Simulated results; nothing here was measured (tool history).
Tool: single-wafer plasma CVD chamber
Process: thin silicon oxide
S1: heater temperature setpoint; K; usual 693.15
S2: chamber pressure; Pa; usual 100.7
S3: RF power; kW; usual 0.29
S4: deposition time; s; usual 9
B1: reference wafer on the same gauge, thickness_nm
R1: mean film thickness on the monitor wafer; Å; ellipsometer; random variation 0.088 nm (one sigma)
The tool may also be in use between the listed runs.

run 1 hour=0 | S1=693.15 S2=100.7 S3=0.29 S4=9 | B1=13.111 | R1=162.38
run 2 hour=52.1 | S1=693.15 S2=100.7 S3=0.29 S4=9 | B1=13.083 | R1=160.79
run 3 hour=112.8 | S1=693.15 S2=100.7 S3=0.29 S4=9 | B1=13.102 | R1=163.19
run 4 hour=182.9 | S1=693.15 S2=100.7 S3=0.29 S4=9 | B1=13.104 | R1=162.8
run 5 hour=235.7 | S1=693.15 S2=100.7 S3=0.29 S4=9 | B1=13.083 | R1=161.76
run 6 hour=304.9 | S1=693.15 S2=100.7 S3=0.29 S4=9 | B1=13.103 | R1=162.73
-- hour=338.1 capacitance manometer re-zeroed and calibrated
run 7 hour=368.7 | S1=693.15 S2=100.7 S3=0.29 S4=9 | B1=13.097 | R1=137.85
run 8 hour=423.9 | S1=693.15 S2=100.7 S3=0.29 S4=9 | B1=13.11 | R1=136.55
-- hour=447.9 gauge calibrated
run 9 hour=449.5 | S1=693.15 S2=100.7 S3=0.29 S4=9 | B1=13.111 | R1=138.29
run 10 hour=483 | S1=693.15 S2=100.7 S3=0.29 S4=9 | B1=13.115 | R1=137.31
run 11 hour=541.5 | S1=693.15 S2=100.7 S3=0.29 S4=9 | B1=13.103 | R1=139.96
run 12 hour=578.5 | S1=693.15 S2=100.7 S3=0.29 S4=9 | B1=13.094 | R1=139.53
-- hour=636.4 capacitance manometer re-zeroed and calibrated, repeated, since the last time left the tool worse
run 13 hour=646 | S1=693.15 S2=100.7 S3=0.29 S4=9 | B1=13.082 | R1=152.38
run 14 hour=690.9 | S1=693.15 S2=100.7 S3=0.29 S4=9 | B1=13.11 | R1=153.25
-- hour=714.1 thermocouple changed; heater temperature recalibrated
-- hour=716.2 RF generator calibrated
run 15 hour=756.4 | S1=679.15 S2=100.7 S3=0.29 S4=9 | B1=13.093 | R1=155.36
run 16 hour=797.9 | S1=693.15 S2=100.7 S3=0.29 S4=9 | B1=13.112 | R1=153.7
run 17 hour=854 | S1=693.15 S2=100.7 S3=0.29 S4=9 | B1=13.102 | R1=153.7

Run 18 comes next. What will it give?
run 18 hour=895.3 | S1=685.15 S2=111.7 S3=0.29 S4=9 | B1=? | R1=?

B1: 13.102
R1: 170.48 Å
Without the tool's hidden state the same run would have given R1 169.31 Å.
